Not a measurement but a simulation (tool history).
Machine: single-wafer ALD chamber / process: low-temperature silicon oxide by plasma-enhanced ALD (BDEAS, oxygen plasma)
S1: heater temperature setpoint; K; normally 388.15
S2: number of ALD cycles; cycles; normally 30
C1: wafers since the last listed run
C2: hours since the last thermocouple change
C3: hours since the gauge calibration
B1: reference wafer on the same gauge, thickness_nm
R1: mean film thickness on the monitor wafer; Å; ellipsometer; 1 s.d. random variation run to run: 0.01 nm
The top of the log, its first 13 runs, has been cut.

| run | hour | S1 | S2 | C1 | C2 | C3 | B1 | R1 |
|---|---|---|---|---|---|---|---|---|
| 14 | 197.6 | 397.15 | 30 | 84 | 2402.5 | 634.2 | 3.209 | 38.80 |
| 15 | 207.2 | 397.15 | 30 | 73 | 2412.1 | 643.8 | 3.207 | 38.73 |
| 16 | 223.0 | 388.15 | 30 | 121 | 2427.9 | 659.6 | 3.206 | 39.39 |
|  | 239.0 | gauge calibrated |
| 17 | 240.7 | 388.15 | 30 | 135 | 2445.6 | 1.7 | 3.282 | 40.39 |
| 18 | 257.3 | 388.15 | 30 | 127 | 2462.2 | 18.3 | 3.282 | 40.32 |
| 19 | 306.9 | 388.15 | 30 | 379 | 2511.8 | 67.9 | 3.277 | 40.28 |
| 20 | 339.8 | 388.15 | 30 | 251 | 2544.7 | 100.8 | 3.276 | 40.17 |
| 21 | 354.5 | 377.15 | 30 | 112 | 2559.4 | 115.5 | 3.271 | 41.16 |
| 22 | 364.6 | 397.15 | 30 | 77 | 2569.5 | 125.6 | 3.273 | 39.46 |
|  | 388.1 | thermocouple changed; heater temperature recalibrated |
| 23 | 388.6 | 379.15 | 36 | 122 | 0.5 | 149.6 | 3.268 | 49.08 |

Expected results for the next run?
| 24 | 389.0 | 396.15 | 30 | 3 | 0.9 | 150.0 | ? | ? |

{"run 24": {"B1": 3.274, "R1": 39.49}}
The same run, on a tool lacking any hidden state, would have yielded R1 39.75 Å.
